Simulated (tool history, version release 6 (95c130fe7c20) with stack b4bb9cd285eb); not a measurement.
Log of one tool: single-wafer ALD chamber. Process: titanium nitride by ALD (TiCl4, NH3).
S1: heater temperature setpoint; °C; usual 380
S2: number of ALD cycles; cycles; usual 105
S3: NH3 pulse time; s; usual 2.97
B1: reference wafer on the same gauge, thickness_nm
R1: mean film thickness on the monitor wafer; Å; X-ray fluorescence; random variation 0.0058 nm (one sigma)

Run 1, hour 0: usual settings but S1 376 °C, S3 3.91 s; B1 2.7. Result: R1 23.65 Å.
At hour 95.2: thermocouple changed; heater temperature recalibrated.
Run 2, hour 102.9: usual settings but S1 376 °C, S2 89 cycles; B1 2.7. Result: R1 19.56 Å.
Run 3, hour 218.4: usual settings but S1 376 °C, S2 89 cycles; B1 2.701. Result: R1 19.51 Å.
Run 4, hour 268.7: usual settings but S1 376 °C, S2 89 cycles; B1 2.701. Result: R1 19.55 Å.
Run 5, hour 353.4: usual settings; B1 2.701. Result: R1 23.19 Å.
Run 6, hour 393.3: usual settings but S1 383 °C, S3 3.64 s; B1 2.7. Result: R1 23.45 Å.
Run 7, hour 485.7: usual settings; B1 2.699. Result: R1 23.18 Å.
Run 8, hour 552.8: usual settings; B1 2.701. Result: R1 23.16 Å.
Run 9, hour 862: usual settings but S3 3.7 s; B1 2.699. Result: R1 23.46 Å.
Run 10, hour 951.3: usual settings but S3 3.7 s; B1 2.701. Result: R1 23.43 Å.
Run 11, hour 1206: usual settings but S3 3.7 s; B1 2.7. Result: R1 23.4 Å.
Run 12, hour 1253.9: usual settings but S1 391 °C; B1 2.701. Result: R1 23.26 Å.
Run 13, hour 1323.6: usual settings but S1 391 °C; B1 2.7. Result: R1 23.31 Å.
Run 14, hour 1395.7: usual settings; B1 2.701. Result: R1 23.13 Å.
At hour 1430: thermocouple changed; heater temperature recalibrated.
Run 15, hour 1456.4: usual settings; B1 2.7. Result: R1 23.23 Å.
Run 16, hour 1522.5: usual settings; B1 2.699. Result: R1 23.14 Å.
Run 17, hour 1619.5: usual settings but S1 389 °C; B1 2.698. Result: R1 23.27 Å.
Run 18, hour 1725.4: usual settings but S1 389 °C; B1 2.7. Result: R1 23.24 Å.
Run 19, hour 1829.1: usual settings but S2 94 cycles, S3 3.5 s; B1 2.698. Result: R1 20.98 Å.
Run 20, hour 1888.7: usual settings but S1 368 °C, S3 2.08 s; B1 2.7. Result: R1 21.97 Å.
Run 21, hour 1973.7: usual settings; B1 2.698. Result: R1 23.15 Å.
Run 22, hour 2061.3: usual settings but S1 391 °C, S2 122 cycles, S3 2.34 s; B1 2.7. Result: R1 26.5 Å.
Run 23, hour 2107.5: usual settings but S1 390 °C, S2 96 cycles, S3 1.97 s; B1 2.699. Result: R1 20.51 Å.
Run 24, hour 2195.6: usual settings but S1 387 °C, S2 115 cycles, S3 3.91 s; B1 2.701. Result: R1 25.83 Å.
Run 25, hour 2247.6: usual settings but S1 395 °C, S2 96 cycles, S3 3.69 s; B1 2.699. Result: R1 21.59 Å.
At hour 2298.7: showerhead replaced.
At hour 2326: gauge calibrated.
Run 26, hour 2483.8: usual settings but S1 386 °C, S2 94 cycles, S3 3.68 s; B1 2.7. Result: R1 21.01 Å.
At hour 2525.6: thermocouple changed; heater temperature recalibrated.
Run 27, hour 2577.7: usual settings but S1 393 °C, S3 2.55 s; B1 2.7. Result: R1 23.04 Å.
Run 28, hour 2634.3: usual settings but S1 394 °C, S2 119 cycles; B1 2.702. Result: R1 26.44 Å.
Run 29, hour 2762.6: usual settings but S1 394 °C, S2 119 cycles; B1 2.7. Result: R1 26.43 Å.
Run 30, hour 2804.8: usual settings but S1 374 °C, S3 3.42 s; B1 2.7. Result: R1 23.37 Å.
Run 31, hour 2928.2: usual settings; B1 2.701. Result: R1 23.1 Å.
Run 32, hour 3020.2: usual settings but S2 116 cycles, S3 2.17 s; B1 2.699. Result: R1 24.85 Å.
Run 33, hour 3086.1: usual settings but S1 394 °C, S3 3.99 s; B1 2.7. Result: R1 23.66 Å.
Run 34, hour 3132.1: usual settings but S2 125 cycles, S3 2.12 s; B1 2.7. Result: R1 26.65 Å.
Run 35, hour 3206.5: usual settings but S3 2.21 s; B1 2.7. Result: R1 22.37 Å.
Run 36, hour 3302.4: usual settings but S1 376 °C, S2 89 cycles; B1 2.701. Result: R1 19.69 Å.
Run 37, hour 3371.9: usual settings but S1 386 °C, S2 114 cycles, S3 3.62 s; B1 2.699. Result: R1 25.49 Å.
Run 38, hour 3463: usual settings but S1 366 °C, S2 124 cycles, S3 3.77 s; B1 2.7. Result: R1 27.39 Å.
Run 39, hour 3555.7: usual settings but S1 367 °C, S2 89 cycles, S3 4.03 s; B1 2.7. Result: R1 19.75 Å.

Forecast each of these 5 alternatives for the next run:
Run A, hour 3556.4: usual settings; B1 ?. Result: R1 ?.
Run B, hour 3556.4: usual settings but S1 391 °C, S3 2.41 s; B1 ?. Result: R1 ?.
Run C, hour 3556.4: usual settings but S3 4.11 s; B1 ?. Result: R1 ?.
Run D, hour 3556.4: usual settings but S1 365 °C, S2 114 cycles, S3 2.08 s; B1 ?. Result: R1 ?.
Run E, hour 3556.4: usual settings but S1 373 °C, S3 2.28 s; B1 ?. Result: R1 ?.

run     B1     R1
  A  2.699  23.13
  B  2.699  22.91
  C  2.699  23.57
  D  2.699  23.67
  E  2.699  22.42
Without the tool's hidden state the same runs would have given:
run     R1
  A  23.13
  B  22.91
  C  23.57
  D  23.67
  E  22.42

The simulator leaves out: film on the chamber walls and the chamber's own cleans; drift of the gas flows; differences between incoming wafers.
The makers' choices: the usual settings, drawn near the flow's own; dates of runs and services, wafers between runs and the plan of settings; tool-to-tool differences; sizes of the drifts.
